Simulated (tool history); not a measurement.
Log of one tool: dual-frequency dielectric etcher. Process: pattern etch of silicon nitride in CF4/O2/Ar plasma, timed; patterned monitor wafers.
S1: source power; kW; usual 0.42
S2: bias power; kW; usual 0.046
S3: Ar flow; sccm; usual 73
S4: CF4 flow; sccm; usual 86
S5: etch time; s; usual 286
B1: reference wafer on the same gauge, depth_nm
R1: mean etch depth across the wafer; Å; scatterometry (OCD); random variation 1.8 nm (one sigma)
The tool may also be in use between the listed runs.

| run | hour | S1 | S2 | S3 | S4 | S5 | B1 | R1 |
|---|---|---|---|---|---|---|---|---|
| 1 | 0 | 0.42 | 0.049 | 73 | 86 | 286 | 588.3 | 5660 |
|  | 14.6 | CF4 flow controller replaced |
|  | 31.7 | upper electrode replaced |
| 2 | 32.2 | 0.38 | 0.042 | 73 | 86 | 286 | 588.1 | 4725 |
|  | 40.3 | bias power generator calibrated |
|  | 66.5 | wet clean of the chamber |
| 3 | 67 | 0.52 | 0.046 | 73 | 86 | 359 | 587.1 | 8573 |
| 4 | 67.4 | 0.42 | 0.056 | 65 | 86 | 286 | 588.7 | 6081 |
| 5 | 89.5 | 0.45 | 0.046 | 73 | 86 | 286 | 587.1 | 5891 |
|  | 111.7 | source power generator calibrated |
| 6 | 117 | 0.42 | 0.046 | 56 | 101 | 286 | 588.2 | 5787 |
| 7 | 136.2 | 0.42 | 0.046 | 73 | 86 | 286 | 588.2 | 5477 |
|  | 157.8 | Ar flow controller replaced |
|  | 166.5 | gauge calibrated |
| 8 | 198.7 | 0.42 | 0.056 | 65 | 86 | 286 | 588.4 | 6101 |
| 9 | 212.9 | 0.42 | 0.046 | 73 | 86 | 286 | 588 | 5533 |
| 10 | 245.7 | 0.42 | 0.046 | 73 | 86 | 349.5 | 588.3 | 6737 |
| 11 | 270.6 | 0.42 | 0.046 | 87 | 86 | 286 | 586.9 | 5375 |
| 12 | 293.1 | 0.42 | 0.046 | 73 | 86 | 286 | 588 | 5508 |
| 13 | 316.9 | 0.42 | 0.046 | 78 | 86 | 286 | 587.7 | 5464 |
| 14 | 348.4 | 0.42 | 0.037 | 73 | 86 | 344 | 587.3 | 6012 |
| 15 | 360.5 | 0.34 | 0.046 | 80 | 99 | 207.5 | 589 | 3174 |
| 16 | 378.6 | 0.42 | 0.046 | 73 | 107 | 286 | 588.4 | 5625 |
| 17 | 403.9 | 0.49 | 0.046 | 73 | 86 | 312.5 | 587.8 | 7043 |
| 18 | 427.7 | 0.46 | 0.038 | 73 | 76 | 201 | 588.5 | 3821 |
| 19 | 524.4 | 0.42 | 0.046 | 73 | 86 | 286 | 588.1 | 5454 |
| 20 | 536.6 | 0.42 | 0.058 | 73 | 86 | 286 | 588.9 | 6101 |
| 21 | 555.1 | 0.45 | 0.046 | 73 | 86 | 286 | 588.1 | 5900 |
| 22 | 588.3 | 0.42 | 0.046 | 73 | 86 | 286 | 587.2 | 5511 |

3 ways to go on from here, each from the tool as it stands after run 22. What would each give?
| A | 588.8 | 0.34 | 0.046 | 73 | 86 | 286 | ? | ? |
| B | 588.8 | 0.42 | 0.046 | 56 | 96 | 321.5 | ? | ? |
| C | 588.8 | 0.34 | 0.058 | 81 | 86 | 286 | ? | ? |

| run | B1 | R1 |
|---|---|---|
| A | 587.8 | 4367 |
| B | 587.8 | 6453 |
| C | 587.8 | 4801 |
Without the tool's hidden state the same runs would have given:
| run | R1 |
|---|---|
| A | 4367 |
| B | 6453 |
| C | 4801 |
